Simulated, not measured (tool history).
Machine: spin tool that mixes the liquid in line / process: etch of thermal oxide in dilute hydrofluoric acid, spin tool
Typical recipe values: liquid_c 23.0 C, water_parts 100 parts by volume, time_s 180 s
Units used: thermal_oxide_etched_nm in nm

| run | hour | liquid_c | water_parts | time_s | read-back film thickness of the thermal oxide reference wafer, read on the same gauge (nm) | thermal_oxide_etched_nm |
|---|---|---|---|---|---|---|
| 1 | 0.0 | 25.5 | 100 | 180 | 69.97 | 9.84 |
| 2 | 93.7 | 25.5 | 100 | 180 | 69.98 | 9.99 |
|  | 152.3 | hydrofluoric acid flow meter replaced |
| 3 | 161.9 | 23.0 | 100 | 180 | 70.02 | 8.11 |
|  | 321.0 | thermometer replaced |
| 4 | 446.6 | 23.0 | 100 | 180 | 70.01 | 8.35 |
| 5 | 522.8 | 23.0 | 100 | 265 | 69.99 | 12.14 |
| 6 | 595.2 | 23.0 | 100 | 265 | 69.99 | 12.40 |
| 7 | 691.6 | 23.0 | 100 | 265 | 70.00 | 12.43 |
| 8 | 745.9 | 23.0 | 100 | 180 | 69.97 | 8.49 |
| 9 | 830.0 | 23.0 | 100 | 180 | 69.99 | 8.64 |
| 10 | 933.3 | 23.0 | 100 | 180 | 70.01 | 8.63 |
| 11 | 990.7 | 26.0 | 100 | 180 | 69.97 | 9.72 |
|  | 1007.7 | gauge calibrated |
| 12 | 1070.0 | 20.5 | 100 | 220 | 70.02 | 9.75 |
|  | 1180.8 | hydrofluoric acid flow meter replaced |
| 13 | 1190.8 | 23.0 | 125 | 265 | 70.02 | 9.16 |
| 14 | 1232.2 | 19.5 | 65 | 180 | 70.00 | 11.25 |
| 15 | 1304.4 | 26.5 | 135 | 180 | 69.98 | 6.55 |
| 16 | 1363.0 | 23.0 | 100 | 180 | 70.01 | 8.29 |
| 17 | 1425.4 | 21.5 | 120 | 110 | 69.99 | 3.83 |
| 18 | 1462.3 | 20.5 | 65 | 220 | 70.00 | 14.69 |
| 19 | 1525.8 | 20.0 | 140 | 230 | 70.01 | 6.49 |
| 20 | 1580.3 | 21.5 | 100 | 180 | 70.02 | 7.86 |
| 21 | 1657.8 | 27.0 | 75 | 180 | 70.00 | 13.70 |
| 22 | 1706.1 | 27.5 | 125 | 180 | 69.99 | 7.81 |
|  | 1823.0 | thermometer replaced |
| 23 | 1877.0 | 26.0 | 65 | 180 | 69.98 | 15.65 |
| 24 | 1957.2 | 23.0 | 100 | 275 | 69.98 | 13.17 |
| 25 | 2056.7 | 18.5 | 100 | 180 | 70.00 | 7.32 |
| 26 | 2112.7 | 20.5 | 65 | 220 | 70.02 | 15.49 |
|  | 2197.4 | hydrofluoric acid flow meter replaced |
| 27 | 2199.9 | 23.0 | 100 | 90 | 70.01 | 4.03 |
| 28 | 2287.5 | 25.0 | 145 | 240 | 70.01 | 7.62 |
| 29 | 2357.1 | 23.0 | 100 | 180 | 70.01 | 8.01 |
| 30 | 2432.4 | 23.0 | 115 | 265 | 70.00 | 10.18 |
| 31 | 2494.5 | 23.0 | 80 | 275 | 70.02 | 16.14 |
| 32 | 2534.0 | 20.0 | 135 | 255 | 70.00 | 7.51 |
| 33 | 2573.9 | 23.0 | 100 | 180 | 70.03 | 8.37 |
| 34 | 2677.6 | 26.5 | 100 | 180 | 69.98 | 9.72 |
| 35 | 2733.4 | 23.0 | 55 | 180 | 69.97 | 16.38 |

Forecast each of these 3 alternatives for the next run:
| A | 2733.9 | 23.0 | 100 | 180 | ? | ? |
| B | 2733.9 | 20.0 | 130 | 75 | ? | ? |
| C | 2733.9 | 19.5 | 100 | 180 | ? | ? |

| run | read-back film thickness of the thermal oxide reference wafer, read on the same gauge (nm) | thermal_oxide_etched_nm |
|---|---|---|
| A | 70.00 | 8.32 |
| B | 70.00 | 2.29 |
| C | 70.00 | 7.22 |
Without the tool's unlogged condition, the same runs would have read:
| run | thermal_oxide_etched_nm |
|---|---|
| A | 7.87 |
| B | 2.16 |
| C | 6.83 |
